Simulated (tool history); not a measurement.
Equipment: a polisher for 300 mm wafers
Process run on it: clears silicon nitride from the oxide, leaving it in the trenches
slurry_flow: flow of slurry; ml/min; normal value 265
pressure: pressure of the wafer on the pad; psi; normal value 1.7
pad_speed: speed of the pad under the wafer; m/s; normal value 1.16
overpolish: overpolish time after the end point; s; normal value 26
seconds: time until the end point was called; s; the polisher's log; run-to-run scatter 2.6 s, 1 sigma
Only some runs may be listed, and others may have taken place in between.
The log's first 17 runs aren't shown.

| run | hour | slurry_flow | pressure | pad_speed | overpolish | incoming thickness of the incoming film, nm | seconds |
|---|---|---|---|---|---|---|---|
|  | 213.0 | slurry nozzle cleaned |
| 18 | 215.0 | 265 | 1.1 | 1.16 | 11 | 81.5 | 186.4 |
| 19 | 222.1 | 265 | 1.9 | 1.16 | 18 | 80.1 | 129.9 |
| 20 | 230.7 | 265 | 1.7 | 1.16 | 26 | 80.2 | 133.5 |
| 21 | 246.8 | 350 | 2.1 | 1.34 | 39 | 79.3 | 101.1 |
|  | 255.7 | worn pad replaced by a new one |
| 22 | 256.2 | 265 | 1.7 | 1.28 | 26 | 79.2 | 114.9 |
| 23 | 265.9 | 265 | 1.7 | 1.16 | 26 | 80.1 | 136.3 |
| 24 | 274.6 | 195 | 2.0 | 1.16 | 26 | 80.4 | 120.2 |
|  | 288.3 | head pressure recalibrated |
| 25 | 318.1 | 265 | 1.7 | 1.16 | 26 | 80.2 | 137.1 |
| 26 | 328.8 | 265 | 1.7 | 1.16 | 26 | 81.2 | 143.9 |
| 27 | 341.4 | 265 | 1.3 | 1.42 | 26 | 80.2 | 138.6 |
|  | 349.3 | worn pad replaced by a new one |
| 28 | 357.3 | 265 | 1.7 | 1.16 | 26 | 81.2 | 133.3 |
| 29 | 372.4 | 350 | 2.1 | 1.34 | 39 | 81.1 | 97.2 |
| 30 | 386.2 | 170 | 1.7 | 0.76 | 37 | 78.9 | 216.3 |
| 31 | 399.3 | 200 | 1.7 | 1.16 | 26 | 80.3 | 142.7 |
| 32 | 407.2 | 300 | 1.2 | 1.54 | 11 | 80.3 | 132.2 |
| 33 | 417.4 | 265 | 1.7 | 1.16 | 26 | 80.5 | 133.8 |
| 34 | 425.0 | 265 | 1.7 | 0.86 | 26 | 79.2 | 182.1 |

Branching from run 34: 4 alternative next runs. What would each branch give?
| A | 425.5 | 265 | 1.7 | 1.16 | 26 | 81.3 | ? |
| B | 425.5 | 330 | 1.9 | 1.04 | 18 | 81.3 | ? |
| C | 425.5 | 210 | 2.3 | 0.94 | 32 | 81.3 | ? |
| D | 425.5 | 265 | 1.7 | 1.16 | 40 | 81.3 | ? |

| run | seconds |
|---|---|
| A | 141.4 |
| B | 142.2 |
| C | 142.8 |
| D | 141.4 |
What these runs would have given with no unlogged condition in the tool:
| run | seconds |
|---|---|
| A | 134.5 |
| B | 135.3 |
| C | 135.8 |
| D | 134.5 |
